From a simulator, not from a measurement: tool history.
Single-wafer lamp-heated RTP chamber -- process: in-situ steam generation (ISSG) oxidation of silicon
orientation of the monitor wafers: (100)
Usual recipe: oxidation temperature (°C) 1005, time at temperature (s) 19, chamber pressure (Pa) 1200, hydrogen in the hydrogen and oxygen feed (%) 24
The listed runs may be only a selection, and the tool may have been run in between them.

run,hour,oxidation temperature (°C),time at temperature (s),chamber pressure (Pa),hydrogen in the hydrogen and oxygen feed (%),wafers since the last listed run,wafers since the last pyrometer calibration,hours since the pressure gauge was zeroed,hours since the hydrogen flow controller was replaced,hours since the gauge calibration,"read-back reference wafer on the same gauge, thickness",oxide thickness on the monitor wafer (nm)
1,0.0,1005,19,1200,24,0,2099,1340.5,3285.7,344.5,6.681,5.848
2,24.9,1005,19,1200,24,302,2402,1365.4,3310.6,369.4,6.687,5.861
3,81.2,1005,19,1200,24,684,3086,1421.7,3366.9,425.7,6.666,5.908
4,131.9,1005,19,1200,24,616,3703,1472.4,3417.6,476.4,6.675,5.956
5,164.1,1005,19,1200,20,391,4094,1504.6,3449.8,508.6,6.682,5.689
6,220.5,1005,19,1200,20,685,4780,1561.0,3506.2,565.0,6.696,5.693
# hour 238.3: pyrometer window cleaned and pyrometer calibrated
7,247.4,1005,19,1200,20,229,110,1587.9,3533.1,591.9,6.682,5.589
8,283.0,1005,19,1200,24,432,542,1623.5,3568.7,627.5,6.688,5.827
9,343.4,1005,19,1200,24,734,1277,1683.9,3629.1,687.9,6.684,5.859
10,415.4,1005,19,1360,24,875,2152,1755.9,3701.1,759.9,6.685,5.745

Estimate the outcome of run 11 from the log above:
11,464.0,991,15,1200,24,590,2743,1804.5,3749.7,808.5,?,?

{"run 11": {"read-back reference wafer on the same gauge, thickness": 6.689, "oxide thickness on the monitor wafer (nm)": 5.023}}
If the tool had no hidden condition, the same run with the same run-to-run variation would have returned oxide thickness on the monitor wafer (nm) 4.955.
